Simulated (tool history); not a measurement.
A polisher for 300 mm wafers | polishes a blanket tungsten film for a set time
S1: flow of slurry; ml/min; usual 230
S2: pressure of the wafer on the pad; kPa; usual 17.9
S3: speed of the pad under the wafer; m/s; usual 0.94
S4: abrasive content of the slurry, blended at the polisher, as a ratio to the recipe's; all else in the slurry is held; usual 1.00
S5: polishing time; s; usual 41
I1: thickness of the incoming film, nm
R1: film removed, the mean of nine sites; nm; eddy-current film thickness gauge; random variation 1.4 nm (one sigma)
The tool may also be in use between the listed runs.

| run | hour | S1 | S2 | S3 | S4 | S5 | I1 | R1 |
|---|---|---|---|---|---|---|---|---|
| 1 | 0.0 | 230 | 13.8 | 0.94 | 1.00 | 41 | 1258.5 | 89.2 |
|  | 1.7 | slurry nozzle cleaned |
|  | 24.4 | worn pad replaced by a new one |
| 2 | 48.1 | 275 | 17.9 | 0.94 | 1.00 | 41 | 1279.0 | 121.2 |
| 3 | 155.9 | 275 | 17.9 | 0.94 | 1.00 | 41 | 1271.0 | 120.0 |
|  | 179.6 | head pressure recalibrated |
| 4 | 263.3 | 230 | 17.9 | 0.94 | 1.10 | 41 | 1251.2 | 121.0 |
|  | 346.8 | slurry blender recalibrated |
| 5 | 349.2 | 230 | 17.9 | 0.94 | 1.00 | 41 | 1263.6 | 114.5 |
|  | 358.8 | slurry tank refilled with fresh slurry and peroxide |
| 6 | 412.0 | 230 | 17.9 | 0.94 | 1.00 | 41 | 1278.6 | 115.1 |
| 7 | 511.7 | 230 | 17.9 | 0.94 | 1.00 | 41 | 1254.9 | 117.0 |
| 8 | 551.1 | 230 | 17.9 | 0.94 | 1.00 | 41 | 1273.7 | 116.9 |
| 9 | 648.6 | 230 | 17.9 | 0.94 | 1.00 | 41 | 1262.4 | 116.5 |
|  | 704.6 | worn pad replaced by a new one |
|  | 722.9 | slurry nozzle cleaned |
| 10 | 735.2 | 280 | 17.9 | 1.10 | 0.80 | 41 | 1253.8 | 128.8 |
| 11 | 837.8 | 230 | 17.9 | 0.78 | 0.70 | 41 | 1256.2 | 91.8 |
| 12 | 964.5 | 230 | 17.9 | 0.94 | 0.70 | 41 | 1257.1 | 108.1 |
|  | 987.9 | slurry blender recalibrated |
| 13 | 1013.1 | 230 | 17.9 | 0.94 | 1.00 | 41 | 1232.2 | 117.4 |
|  | 1014.6 | slurry tank refilled with fresh slurry and peroxide |
| 14 | 1110.2 | 230 | 17.9 | 0.94 | 1.00 | 41 | 1254.7 | 117.7 |
|  | 1227.2 | worn pad replaced by a new one |
|  | 1279.0 | head pressure recalibrated |
| 15 | 1314.3 | 230 | 17.9 | 0.94 | 1.25 | 35 | 1271.5 | 103.5 |
| 16 | 1412.0 | 230 | 19.3 | 1.14 | 1.00 | 41 | 1279.9 | 148.2 |
| 17 | 1461.8 | 180 | 15.9 | 0.94 | 0.90 | 30 | 1236.7 | 71.0 |
|  | 1524.4 | slurry blender recalibrated |
|  | 1539.4 | slurry nozzle cleaned |
| 18 | 1566.9 | 290 | 17.9 | 0.66 | 1.00 | 41 | 1255.2 | 89.0 |
|  | 1624.2 | slurry tank refilled with fresh slurry and peroxide |
| 19 | 1637.7 | 230 | 17.9 | 0.94 | 1.20 | 41 | 1251.0 | 123.5 |
| 20 | 1705.6 | 230 | 17.9 | 0.94 | 1.00 | 41 | 1267.7 | 115.6 |
|  | 1802.5 | worn pad replaced by a new one |
| 21 | 1803.0 | 265 | 22.1 | 1.16 | 1.20 | 41 | 1272.7 | 182.4 |
| 22 | 1840.6 | 230 | 13.8 | 0.94 | 1.00 | 41 | 1256.1 | 88.5 |
| 23 | 1897.1 | 230 | 17.9 | 0.94 | 1.00 | 41 | 1288.1 | 116.3 |
| 24 | 1965.4 | 230 | 17.9 | 0.94 | 1.00 | 41 | 1250.8 | 116.2 |
| 25 | 2017.4 | 230 | 22.8 | 0.94 | 0.80 | 41 | 1269.1 | 143.0 |
|  | 2050.6 | slurry blender recalibrated |
|  | 2194.7 | slurry tank refilled with fresh slurry and peroxide |
| 26 | 2341.4 | 285 | 17.9 | 0.94 | 0.80 | 41 | 1257.5 | 112.9 |
|  | 2350.9 | slurry nozzle cleaned |
| 27 | 2434.7 | 170 | 22.1 | 0.94 | 1.10 | 29 | 1266.6 | 100.4 |

What the log doesn't show, run by run:
removal rate lost through wear of the pad, %: 0 in every run
slurry flow missing at the pad, %: 0 in every run
deviation of the head's pressure from its setpoint, %: 0 in every run
abrasive missing from the slurry, %: 0 in every run
peroxide lost from the slurry, %: 0 in every run
